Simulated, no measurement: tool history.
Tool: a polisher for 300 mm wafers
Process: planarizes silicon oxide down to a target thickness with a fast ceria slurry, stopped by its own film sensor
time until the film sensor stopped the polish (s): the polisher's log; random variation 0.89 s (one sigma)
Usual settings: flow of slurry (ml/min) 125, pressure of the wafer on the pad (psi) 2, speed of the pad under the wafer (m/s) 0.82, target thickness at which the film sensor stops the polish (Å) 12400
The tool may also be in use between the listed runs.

run   hour  flow of slurry (ml/min)  pressure of the wafer on the pad (psi)  speed of the pad under the wafer (m/s)  target thickness at which the film sensor stops the polish (Å)  incoming thickness of the incoming film, nm  time until the film sensor stopped the polish (s)
  1      0                      125                                       2                                    0.82                                                           12400                                       1849.9                                               87.7
  2   35.6                      125                                       2                                    0.82                                                           12400                                       1853.2                                               87.1
  3   66.6                      125                                       2                                    0.82                                                           12400                                       1856.9                                                 89
      79.1  -- worn pad replaced by a new one
  4   81.3                      115                                       2                                    0.66                                                           12400                                       1856.9                                              111.3
  5  101.2                      125                                       2                                    0.82                                                           12400                                       1882.6                                               91.2
  6  121.1                      125                                       2                                    0.82                                                           12400                                       1835.5                                               84.9
  7  152.7                      125                                       2                                    0.82                                                           12400                                       1842.8                                               85.2
  8  176.6                      100                                       2                                    0.82                                                           11220                                         1864                                                112
  9  200.4                      100                                       2                                    0.82                                                           11220                                       1869.7                                              110.9
     207.9  -- worn pad replaced by a new one
 10  229.3                      100                                       2                                    0.82                                                           11220                                       1843.8                                              109.2
 11  263.3                      125                                       2                                    0.82                                                           12400                                       1832.1                                               85.4
 12  299.2                      125                                       2                                    0.82                                                           12400                                       1879.4                                               90.2
 13  319.7                      160                                       2                                    0.82                                                           12400                                       1828.5                                                 82
     333.3  -- worn pad replaced by a new one
 14    350                      100                                       2                                    0.82                                                           12400                                       1857.1                                                 93
 15  382.5                      125                                       2                                    0.82                                                           12400                                       1830.5                                               84.5
     387.5  -- slurry nozzle cleaned
     396.1  -- head pressure recalibrated
 16  411.3                       80                                     1.3                                       1                                                           11600                                       1848.4                                              108.4
     459.8  -- worn pad replaced by a new one
 17  497.6                      125                                       2                                    0.66                                                           12400                                       1828.9                                                 98
 18  509.9                      170                                     1.6                                       1                                                           13530                                       1834.2                                               56.9
 19  530.9                      150                                       2                                    0.82                                                           12400                                       1838.6                                               79.4
 20  544.4                      140                                     1.5                                    1.08                                                           10940                                       1873.8                                               93.2
 21  562.6                      100                                     2.3                                    0.58                                                           11780                                       1862.8                                                125
 22  588.8                      170                                     1.7                                    0.58                                                           13930                                       1885.6                                               98.7

5 ways to go on from here, each from the tool as it stands after run 22. What would each give?
  A  589.2                      125                                       2                                    0.82                                                           12400                                         1828                                                  ?
  B  589.2                       85                                       2                                    0.82                                                           11290                                         1828                                                  ?
  C  589.2                       85                                     1.7                                    0.96                                                           13130                                         1828                                                  ?
  D  589.2                      165                                       2                                    0.82                                                           13720                                         1828                                                  ?
  E  589.2                      125                                       2                                    0.82                                                           11000                                         1828                                                  ?

run  time until the film sensor stopped the polish (s)
  A                                               78.1
  B                                              101.5
  C                                               70.9
  D                                               57.7
  E                                               96.7
Without the tool's hidden state the same runs would have given:
run  time until the film sensor stopped the polish (s)
  A                                               76.9
  B                                               99.9
  C                                               69.8
  D                                               56.8
  E                                               95.2
